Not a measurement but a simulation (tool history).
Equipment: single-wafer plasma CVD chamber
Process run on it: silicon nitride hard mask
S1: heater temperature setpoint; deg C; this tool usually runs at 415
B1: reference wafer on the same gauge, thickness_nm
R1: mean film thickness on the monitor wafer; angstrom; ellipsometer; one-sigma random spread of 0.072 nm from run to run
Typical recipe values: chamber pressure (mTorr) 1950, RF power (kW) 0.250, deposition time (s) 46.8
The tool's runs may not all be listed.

run 1 hour=0.0 | S1=415 chamber_pressure_(mTorr)=1950 RF_power_(kW)=0.250 deposition_time_(s)=49.6 | B1=51.000 | R1=486.46
run 2 hour=7.9 | S1=415 chamber_pressure_(mTorr)=1950 RF_power_(kW)=0.250 deposition_time_(s)=49.6 | B1=51.031 | R1=483.98
-- hour=8.6 gauge calibrated
run 3 hour=16.1 | S1=411 chamber_pressure_(mTorr)=1950 RF_power_(kW)=0.250 deposition_time_(s)=46.8 | B1=51.015 | R1=458.81
run 4 hour=25.0 | S1=411 chamber_pressure_(mTorr)=1950 RF_power_(kW)=0.250 deposition_time_(s)=46.8 | B1=51.001 | R1=458.87
run 5 hour=37.4 | S1=415 chamber_pressure_(mTorr)=1950 RF_power_(kW)=0.250 deposition_time_(s)=46.8 | B1=50.988 | R1=457.42
run 6 hour=45.5 | S1=415 chamber_pressure_(mTorr)=1950 RF_power_(kW)=0.250 deposition_time_(s)=46.8 | B1=51.026 | R1=457.62
run 7 hour=60.6 | S1=415 chamber_pressure_(mTorr)=1950 RF_power_(kW)=0.250 deposition_time_(s)=46.8 | B1=50.990 | R1=456.37
run 8 hour=75.3 | S1=415 chamber_pressure_(mTorr)=1950 RF_power_(kW)=0.250 deposition_time_(s)=46.8 | B1=51.007 | R1=454.86
run 9 hour=92.8 | S1=415 chamber_pressure_(mTorr)=1950 RF_power_(kW)=0.250 deposition_time_(s)=46.8 | B1=50.990 | R1=453.68
-- hour=107.4 capacitance manometer re-zeroed and calibrated
run 10 hour=107.9 | S1=415 chamber_pressure_(mTorr)=1950 RF_power_(kW)=0.250 deposition_time_(s)=46.8 | B1=50.978 | R1=453.00
run 11 hour=128.3 | S1=406 chamber_pressure_(mTorr)=1950 RF_power_(kW)=0.250 deposition_time_(s)=46.8 | B1=50.996 | R1=453.62
run 12 hour=147.2 | S1=415 chamber_pressure_(mTorr)=1950 RF_power_(kW)=0.250 deposition_time_(s)=46.8 | B1=51.011 | R1=451.30
-- hour=168.3 gauge calibrated
-- hour=172.1 showerhead replaced
run 13 hour=180.9 | S1=404 chamber_pressure_(mTorr)=1950 RF_power_(kW)=0.250 deposition_time_(s)=50.0 | B1=51.002 | R1=483.13
-- hour=196.2 thermocouple changed; heater temperature recalibrated
run 14 hour=196.7 | S1=415 chamber_pressure_(mTorr)=2340 RF_power_(kW)=0.250 deposition_time_(s)=53.3 | B1=50.971 | R1=531.25
run 15 hour=211.6 | S1=415 chamber_pressure_(mTorr)=1950 RF_power_(kW)=0.250 deposition_time_(s)=46.8 | B1=51.017 | R1=447.60
run 16 hour=221.4 | S1=419 chamber_pressure_(mTorr)=1950 RF_power_(kW)=0.250 deposition_time_(s)=46.8 | B1=51.030 | R1=446.99
run 17 hour=227.7 | S1=415 chamber_pressure_(mTorr)=1950 RF_power_(kW)=0.250 deposition_time_(s)=46.8 | B1=50.987 | R1=446.58
-- hour=241.6 RF generator calibrated
run 18 hour=242.1 | S1=404 chamber_pressure_(mTorr)=1950 RF_power_(kW)=0.250 deposition_time_(s)=41.1 | B1=50.981 | R1=418.66
run 19 hour=243.4 | S1=410 chamber_pressure_(mTorr)=1950 RF_power_(kW)=0.250 deposition_time_(s)=46.8 | B1=50.996 | R1=475.54
run 20 hour=253.7 | S1=415 chamber_pressure_(mTorr)=1950 RF_power_(kW)=0.250 deposition_time_(s)=46.8 | B1=51.037 | R1=474.10

For run 21, what comes out?
run 21 hour=271.1 | S1=423 chamber_pressure_(mTorr)=1950 RF_power_(kW)=0.250 deposition_time_(s)=46.8 | B1=? | R1=?

B1: 50.996
R1: 471.57 angstrom
The same run, on a tool lacking any hidden state, would have yielded R1 473.73 angstrom.
